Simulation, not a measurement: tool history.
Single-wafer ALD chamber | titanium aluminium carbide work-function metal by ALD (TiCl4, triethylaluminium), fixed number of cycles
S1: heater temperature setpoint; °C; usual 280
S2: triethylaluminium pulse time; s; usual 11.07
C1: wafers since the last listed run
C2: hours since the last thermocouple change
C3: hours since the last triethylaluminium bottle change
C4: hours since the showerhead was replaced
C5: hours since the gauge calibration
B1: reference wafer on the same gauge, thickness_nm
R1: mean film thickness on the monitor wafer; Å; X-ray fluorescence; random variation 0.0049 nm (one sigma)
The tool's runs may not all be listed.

{"run": 1, "day": 0.0, "S1": 280, "S2": 12.21, "C1": 0, "C2": 1872.2, "C3": 1404.1, "C4": 3113.7, "C5": 157.5, "B1": 1.982, "R1": 19.11}
{"run": 2, "day": 1.425, "S1": 280, "S2": 12.21, "C1": 362, "C2": 1906.4, "C3": 1438.3, "C4": 3147.9, "C5": 191.7, "B1": 1.981, "R1": 19.08}
{"run": 3, "day": 5.729, "S1": 280, "S2": 12.21, "C1": 1096, "C2": 2009.7, "C3": 1541.6, "C4": 3251.2, "C5": 295, "B1": 1.979, "R1": 19.07}
{"run": 4, "day": 6.662, "S1": 280, "S2": 11.07, "C1": 237, "C2": 2032.1, "C3": 1564, "C4": 3273.6, "C5": 317.4, "B1": 1.98, "R1": 18.67}
{"run": 5, "day": 8.204, "S1": 280, "S2": 11.07, "C1": 392, "C2": 2069.1, "C3": 1601, "C4": 3310.6, "C5": 354.4, "B1": 1.981, "R1": 18.72}
{"run": 6, "day": 8.812, "S1": 280, "S2": 11.07, "C1": 154, "C2": 2083.7, "C3": 1615.6, "C4": 3325.2, "C5": 369, "B1": 1.98, "R1": 18.7}
{"run": 7, "day": 9.321, "S1": 280, "S2": 11.07, "C1": 129, "C2": 2095.9, "C3": 1627.8, "C4": 3337.4, "C5": 381.2, "B1": 1.98, "R1": 18.72}
{"run": 8, "day": 10.0, "S1": 280, "S2": 11.07, "C1": 172, "C2": 2112.2, "C3": 1644.1, "C4": 3353.7, "C5": 397.5, "B1": 1.98, "R1": 18.64}
{"run": 9, "day": 11.262, "S1": 280, "S2": 11.07, "C1": 321, "C2": 2142.5, "C3": 1674.4, "C4": 3384, "C5": 427.8, "B1": 1.981, "R1": 18.78}
{"day": 12.417, "done": "triethylaluminium bottle replaced"}
{"run": 10, "day": 12.654, "S1": 280, "S2": 11.07, "C1": 269, "C2": 2175.9, "C3": 5.7, "C4": 3417.4, "C5": 461.2, "B1": 1.981, "R1": 19.57}
{"run": 11, "day": 13.917, "S1": 280, "S2": 11.07, "C1": 321, "C2": 2206.2, "C3": 36, "C4": 3447.7, "C5": 491.5, "B1": 1.982, "R1": 19.47}
{"run": 12, "day": 14.608, "S1": 280, "S2": 11.07, "C1": 176, "C2": 2222.8, "C3": 52.6, "C4": 3464.3, "C5": 508.1, "B1": 1.981, "R1": 19.47}
{"run": 13, "day": 15.508, "S1": 280, "S2": 11.07, "C1": 229, "C2": 2244.4, "C3": 74.2, "C4": 3485.9, "C5": 529.7, "B1": 1.981, "R1": 19.51}
{"run": 14, "day": 16.221, "S1": 280, "S2": 11.07, "C1": 181, "C2": 2261.5, "C3": 91.3, "C4": 3503, "C5": 546.8, "B1": 1.98, "R1": 19.43}
{"day": 17.45, "done": "showerhead replaced"}
{"run": 15, "day": 17.471, "S1": 280, "S2": 11.07, "C1": 233, "C2": 2291.5, "C3": 121.3, "C4": 0.5, "C5": 576.8, "B1": 1.981, "R1": 19.37}
{"run": 16, "day": 18.458, "S1": 268, "S2": 11.07, "C1": 251, "C2": 2315.2, "C3": 145, "C4": 24.2, "C5": 600.5, "B1": 1.98, "R1": 18.21}
{"day": 19.767, "done": "gauge calibrated"}
{"day": 20.583, "done": "thermocouple changed; heater temperature recalibrated"}
{"run": 17, "day": 22.825, "S1": 280, "S2": 11.07, "C1": 1027, "C2": 53.8, "C3": 249.8, "C4": 129, "C5": 73.4, "B1": 1.979, "R1": 19.29}
{"run": 18, "day": 24.121, "S1": 285, "S2": 12.74, "C1": 330, "C2": 84.9, "C3": 280.9, "C4": 160.1, "C5": 104.5, "B1": 1.98, "R1": 20.05}
{"run": 19, "day": 25.467, "S1": 280, "S2": 11.07, "C1": 342, "C2": 117.2, "C3": 313.2, "C4": 192.4, "C5": 136.8, "B1": 1.98, "R1": 19.27}
{"run": 20, "day": 26.762, "S1": 280, "S2": 11.07, "C1": 330, "C2": 148.3, "C3": 344.3, "C4": 223.5, "C5": 167.9, "B1": 1.98, "R1": 19.21}
{"run": 21, "day": 27.612, "S1": 285, "S2": 13.81, "C1": 216, "C2": 168.7, "C3": 364.7, "C4": 243.9, "C5": 188.3, "B1": 1.98, "R1": 20.12}
{"run": 22, "day": 28.483, "S1": 287, "S2": 15.38, "C1": 221, "C2": 189.6, "C3": 385.6, "C4": 264.8, "C5": 209.2, "B1": 1.98, "R1": 20.52}
{"run": 23, "day": 29.783, "S1": 273, "S2": 14.08, "C1": 331, "C2": 220.8, "C3": 416.8, "C4": 296, "C5": 240.4, "B1": 1.98, "R1": 18.95}
{"run": 24, "day": 30.717, "S1": 280, "S2": 11.07, "C1": 237, "C2": 243.2, "C3": 439.2, "C4": 318.4, "C5": 262.8, "B1": 1.979, "R1": 19.13}
{"run": 25, "day": 31.658, "S1": 280, "S2": 11.07, "C1": 239, "C2": 265.8, "C3": 461.8, "C4": 341, "C5": 285.4, "B1": 1.98, "R1": 19}
{"run": 26, "day": 32.7, "S1": 267, "S2": 9.21, "C1": 265, "C2": 290.8, "C3": 486.8, "C4": 366, "C5": 310.4, "B1": 1.98, "R1": 17.24}
{"run": 27, "day": 33.912, "S1": 287, "S2": 9.93, "C1": 308, "C2": 319.9, "C3": 515.9, "C4": 395.1, "C5": 339.5, "B1": 1.98, "R1": 19.39}
{"run": 28, "day": 35.383, "S1": 290, "S2": 6.73, "C1": 374, "C2": 355.2, "C3": 551.2, "C4": 430.4, "C5": 374.8, "B1": 1.98, "R1": 17.32}
{"run": 29, "day": 36.15, "S1": 289, "S2": 7.21, "C1": 195, "C2": 373.6, "C3": 569.6, "C4": 448.8, "C5": 393.2, "B1": 1.98, "R1": 17.77}
{"run": 30, "day": 37.421, "S1": 280, "S2": 11.07, "C1": 323, "C2": 404.1, "C3": 600.1, "C4": 479.3, "C5": 423.7, "B1": 1.98, "R1": 19.03}
{"run": 31, "day": 38.5, "S1": 274, "S2": 6.75, "C1": 274, "C2": 430, "C3": 626, "C4": 505.2, "C5": 449.6, "B1": 1.98, "R1": 16.07}

Measured less the same run without the tool's hidden state. The same run-to-run variation is in both; the gauge's scatter may not be:
The hidden state here: wafer temperature above the value expected at the setpoint (K); triethylaluminium dose above that of a fresh bottle (%); gauge reads high (%).
run=1 R1=-0.61
run=2 R1=-0.61
run=3 R1=-0.63
run=4 R1=-0.81
run=5 R1=-0.82
run=6 R1=-0.82
run=7 R1=-0.82
run=8 R1=-0.82
run=9 R1=-0.83
run=10 R1=-0.03
run=11 R1=-0.06
run=12 R1=-0.08
run=13 R1=-0.1
run=14 R1=-0.11
run=15 R1=-0.15
run=16 R1=-0.16
run=17 R1=-0.27
run=18 R1=-0.2
run=19 R1=-0.32
run=20 R1=-0.35
run=21 R1=-0.18
run=22 R1=-0.13
run=23 R1=-0.19
run=24 R1=-0.42
run=25 R1=-0.44
run=26 R1=-0.65
run=27 R1=-0.65
run=28 R1=-1.28
run=29 R1=-1.2
run=30 R1=-0.54
run=31 R1=-1.28

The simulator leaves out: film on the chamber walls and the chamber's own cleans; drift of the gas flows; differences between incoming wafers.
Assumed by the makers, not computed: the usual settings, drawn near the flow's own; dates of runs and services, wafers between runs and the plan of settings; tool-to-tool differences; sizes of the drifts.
